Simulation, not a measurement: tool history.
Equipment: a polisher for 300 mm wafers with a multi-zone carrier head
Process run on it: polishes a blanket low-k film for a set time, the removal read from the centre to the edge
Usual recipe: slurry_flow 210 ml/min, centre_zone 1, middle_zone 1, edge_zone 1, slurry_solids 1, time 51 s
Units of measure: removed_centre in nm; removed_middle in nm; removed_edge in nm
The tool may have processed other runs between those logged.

| run | hour | slurry_flow | centre_zone | middle_zone | edge_zone | slurry_solids | time | wafers since the last listed run | wafers polished on this pad | hours since the slurry nozzle was cleaned | hours since the centre zone pressure was calibrated | hours since the edge zone pressure was calibrated | hours since the carrier head's membrane was replaced | incoming thickness of the incoming film, nm | removed_centre | removed_middle | removed_edge |
|---|---|---|---|---|---|---|---|---|---|---|---|---|---|---|---|---|---|
| 1 | 0 | 210 | 1 | 0.89 | 1 | 1 | 51 | 0 | 3332 | 211.8 | 244.4 | 1094.8 | 399.7 | 630.4 | 22.1 | 19.6 | 21.8 |
| 2 | 69 | 210 | 1 | 0.9 | 1 | 1.25 | 51 | 720 | 4052 | 280.8 | 313.4 | 1163.8 | 468.7 | 631.3 | 23.3 | 21.2 | 23.3 |
|  | 109.6 | worn pad replaced by a new one |
| 3 | 120.1 | 210 | 0.94 | 0.94 | 1 | 1 | 51 | 491 | 109 | 331.9 | 364.5 | 1214.9 | 519.8 | 631.9 | 22.4 | 22.1 | 23.7 |
| 4 | 166.3 | 210 | 1.11 | 1.1 | 1 | 1 | 51 | 482 | 592 | 378.1 | 410.7 | 1261.1 | 566 | 631.9 | 25.4 | 23.4 | 23.2 |
|  | 183.7 | edge zone pressure recalibrated |
| 5 | 240.7 | 210 | 1 | 1 | 0.93 | 1 | 51 | 755 | 1348 | 452.5 | 485.1 | 57 | 640.4 | 635.4 | 22.6 | 22.3 | 22 |
|  | 264 | slurry nozzle cleaned |
| 6 | 304 | 210 | 1 | 1 | 1 | 1 | 44 | 650 | 1998 | 40 | 548.4 | 120.3 | 703.7 | 633.4 | 19.4 | 18.9 | 19.9 |
| 7 | 354.1 | 210 | 1 | 0.89 | 1 | 1 | 51 | 522 | 2521 | 90.1 | 598.5 | 170.4 | 753.8 | 636.3 | 22.2 | 20.2 | 22.4 |
| 8 | 420.4 | 210 | 1 | 1 | 1 | 1 | 51 | 692 | 3213 | 156.4 | 664.8 | 236.7 | 820.1 | 630.2 | 21.6 | 21.2 | 21.9 |
| 9 | 458.9 | 275 | 1 | 1.04 | 1 | 0.85 | 68 | 401 | 3615 | 194.9 | 703.3 | 275.2 | 858.6 | 641.2 | 28.2 | 27.5 | 28.5 |
|  | 479 | centre zone pressure recalibrated |
| 10 | 500.7 | 175 | 1 | 1 | 1 | 1.1 | 51 | 415 | 4030 | 236.7 | 21.7 | 317 | 900.4 | 630.9 | 21.2 | 20.5 | 21.7 |
|  | 549.2 | worn pad replaced by a new one |
| 11 | 558.3 | 210 | 1 | 1 | 1 | 1 | 51 | 559 | 94 | 294.3 | 79.3 | 374.6 | 958 | 635.7 | 23.1 | 22.7 | 23.7 |
| 12 | 590 | 210 | 1 | 1 | 1 | 1.2 | 51 | 330 | 425 | 326 | 111 | 406.3 | 989.7 | 635.4 | 24.3 | 23.9 | 25.1 |
| 13 | 615.9 | 155 | 1 | 1 | 1 | 0.85 | 51 | 270 | 696 | 351.9 | 136.9 | 432.2 | 1015.6 | 631.4 | 20.9 | 19.8 | 21.1 |
| 14 | 646.8 | 135 | 1 | 1 | 1.11 | 1 | 56 | 322 | 1018 | 382.8 | 167.8 | 463.1 | 1046.5 | 633.3 | 22.8 | 22.5 | 25.3 |
| 15 | 690.7 | 180 | 1 | 1 | 0.92 | 1 | 38 | 458 | 1476 | 426.7 | 211.7 | 507 | 1090.4 | 632.6 | 16.6 | 16 | 15.8 |
| 16 | 719.1 | 175 | 1 | 1 | 1 | 1.1 | 51 | 296 | 1773 | 455.1 | 240.1 | 535.4 | 1118.8 | 636 | 22.2 | 21.6 | 22.9 |
| 17 | 761.6 | 210 | 1 | 1 | 1 | 1 | 51 | 443 | 2217 | 497.6 | 282.6 | 577.9 | 1161.3 | 623.8 | 22.3 | 21.7 | 22.5 |
|  | 807 | slurry nozzle cleaned |
| 18 | 808.5 | 210 | 1 | 1 | 1 | 1 | 36 | 479 | 2696 | 1.5 | 329.5 | 624.8 | 1208.2 | 639.4 | 15.3 | 15 | 15.5 |
| 19 | 836.9 | 210 | 1 | 0.92 | 1 | 0.8 | 51 | 296 | 2992 | 29.9 | 357.9 | 653.2 | 1236.6 | 624.8 | 19.9 | 18.5 | 20.5 |
| 20 | 861.4 | 145 | 1 | 1 | 1 | 1 | 40 | 255 | 3248 | 54.4 | 382.4 | 677.7 | 1261.1 | 622.7 | 15.6 | 15.3 | 16 |
|  | 888.1 | worn pad replaced by a new one |
| 21 | 888.6 | 210 | 1 | 1 | 1 | 1 | 51 | 242 | 5 | 81.6 | 409.6 | 704.9 | 1288.3 | 632.9 | 24 | 22.8 | 23.9 |

State the hidden condition of the tool at each of the runs:
slurry flow missing at the pad, %: 0 at every run
deviation of the centre zone's pressure from its setpoint, %: 0 at every run
deviation of the edge zone's pressure from its setpoint, %: 0 at every run
H1: removal rate lost through wear of the pad, %
| run | H1 |
|---|---|
| 1 | 8.65 |
| 2 | 10.4 |
| 3 | 1.65 |
| 4 | 2.8 |
| 5 | 4.67 |
| 6 | 6.25 |
| 7 | 7.5 |
| 8 | 9.16 |
| 9 | 10.1 |
| 10 | 11.2 |
| 11 | 2.08 |
| 12 | 2.87 |
| 13 | 3.52 |
| 14 | 4.29 |
| 15 | 5.39 |
| 16 | 6.1 |
| 17 | 7.17 |
| 18 | 8.34 |
| 19 | 9.05 |
| 20 | 9.66 |
| 21 | 0.0276 |

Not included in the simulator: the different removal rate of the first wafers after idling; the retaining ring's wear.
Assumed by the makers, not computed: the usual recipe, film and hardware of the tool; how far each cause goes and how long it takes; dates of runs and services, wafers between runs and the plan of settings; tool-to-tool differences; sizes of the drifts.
